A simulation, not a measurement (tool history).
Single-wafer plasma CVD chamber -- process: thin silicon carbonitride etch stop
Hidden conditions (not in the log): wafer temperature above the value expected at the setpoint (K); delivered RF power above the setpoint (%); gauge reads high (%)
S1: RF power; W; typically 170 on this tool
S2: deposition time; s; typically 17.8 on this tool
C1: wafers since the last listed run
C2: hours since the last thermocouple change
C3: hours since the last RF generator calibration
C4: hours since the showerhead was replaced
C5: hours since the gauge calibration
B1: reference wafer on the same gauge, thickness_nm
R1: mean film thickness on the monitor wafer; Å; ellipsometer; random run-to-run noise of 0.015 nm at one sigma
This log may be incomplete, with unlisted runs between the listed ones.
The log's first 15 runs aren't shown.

Run 16, hour 195.7: usual settings; C1 344; C2 52.8; C3 25.4; C4 46.3; C5 231.8; B1 9.791. Result: R1 100.36 Å.
At hour 212.2: gauge calibrated.
Run 17, hour 213.2: usual settings but S1 150 W; C1 360; C2 70.3; C3 42.9; C4 63.8; C5 1; B1 9.727. Result: R1 96.44 Å.
Run 18, hour 225.4: usual settings but S1 200 W; C1 251; C2 82.5; C3 55.1; C4 76; C5 13.2; B1 9.72. Result: R1 104.72 Å.
Run 19, hour 234.8: usual settings but S1 150 W; C1 193; C2 91.9; C3 64.5; C4 85.4; C5 22.6; B1 9.727. Result: R1 96.47 Å.
Run 20, hour 249.2: usual settings but S1 200 W, S2 20.6 s; C1 296; C2 106.3; C3 78.9; C4 99.8; C5 37; B1 9.727. Result: R1 121.06 Å.
Run 21, hour 265.4: usual settings but S1 185 W, S2 14.6 s; C1 333; C2 122.5; C3 95.1; C4 116; C5 53.2; B1 9.728. Result: R1 83.92 Å.
Run 22, hour 278: usual settings but S1 185 W, S2 15 s; C1 259; C2 135.1; C3 107.7; C4 128.6; C5 65.8; B1 9.733. Result: R1 86.24 Å.
Run 23, hour 285.9: usual settings but S2 19.3 s; C1 162; C2 143; C3 115.6; C4 136.5; C5 73.7; B1 9.732. Result: R1 108.37 Å.
Run 24, hour 296.1: usual settings but S1 195 W; C1 210; C2 153.2; C3 125.8; C4 146.7; C5 83.9; B1 9.742. Result: R1 103.87 Å.
Run 25, hour 303.2: usual settings but S1 200 W, S2 19.4 s; C1 146; C2 160.3; C3 132.9; C4 153.8; C5 91; B1 9.743. Result: R1 114.08 Å.
Run 26, hour 318.6: usual settings; C1 317; C2 175.7; C3 148.3; C4 169.2; C5 106.4; B1 9.745. Result: R1 100.25 Å.
Run 27, hour 326.5: usual settings but S1 140 W, S2 14.9 s; C1 162; C2 183.6; C3 156.2; C4 177.1; C5 114.3; B1 9.742. Result: R1 79.6 Å.
Run 28, hour 334.7: usual settings but S1 160 W, S2 16.7 s; C1 168; C2 191.8; C3 164.4; C4 185.3; C5 122.5; B1 9.742. Result: R1 92.17 Å.
Run 29, hour 348.4: usual settings but S1 200 W, S2 14.2 s; C1 282; C2 205.5; C3 178.1; C4 199; C5 136.2; B1 9.756. Result: R1 83.59 Å.
Run 30, hour 365.1: usual settings but S1 180 W, S2 19.1 s; C1 344; C2 222.2; C3 194.8; C4 215.7; C5 152.9; B1 9.759. Result: R1 109.2 Å.
Run 31, hour 371.5: usual settings but S2 19.6 s; C1 131; C2 228.6; C3 201.2; C4 222.1; C5 159.3; B1 9.763. Result: R1 110.64 Å.
Run 32, hour 384.5: usual settings but S1 200 W, S2 21.1 s; C1 267; C2 241.6; C3 214.2; C4 235.1; C5 172.3; B1 9.773. Result: R1 124.23 Å.
Run 33, hour 399.1: usual settings but S1 180 W, S2 16.5 s; C1 300; C2 256.2; C3 228.8; C4 249.7; C5 186.9; B1 9.773. Result: R1 94.83 Å.
Run 34, hour 415.6: usual settings but S1 160 W, S2 16.7 s; C1 340; C2 272.7; C3 245.3; C4 266.2; C5 203.4; B1 9.787. Result: R1 92.64 Å.
Run 35, hour 424.7: usual settings; C1 187; C2 281.8; C3 254.4; C4 275.3; C5 212.5; B1 9.789. Result: R1 100.69 Å.
Run 36, hour 431.1: usual settings; C1 131; C2 288.2; C3 260.8; C4 281.7; C5 218.9; B1 9.803. Result: R1 100.45 Å.

4 ways to go on from here, each from the tool as it stands after run 36. What would each give?
Run A, hour 431.5: usual settings but S1 180 W; C1 8; C2 288.6; C3 261.2; C4 282.1; C5 219.3; B1 ?. Result: R1 ?.
Run B, hour 431.5: usual settings but S1 135 W, S2 16.3 s; C1 8; C2 288.6; C3 261.2; C4 282.1; C5 219.3; B1 ?. Result: R1 ?.
Run C, hour 431.5: usual settings but S1 200 W, S2 20.1 s; C1 8; C2 288.6; C3 261.2; C4 282.1; C5 219.3; B1 ?. Result: R1 ?.
Run D, hour 431.5: usual settings but S1 145 W, S2 14.3 s; C1 8; C2 288.6; C3 261.2; C4 282.1; C5 219.3; B1 ?. Result: R1 ?.

run     B1      R1
  A  9.808  102.42
  B  9.808   86.56
  C  9.808  119.15
  D  9.808   77.45
What these runs would have given with no unlogged condition in the tool:
run      R1
  A  101.47
  B   85.75
  C  118.05
  D   76.73
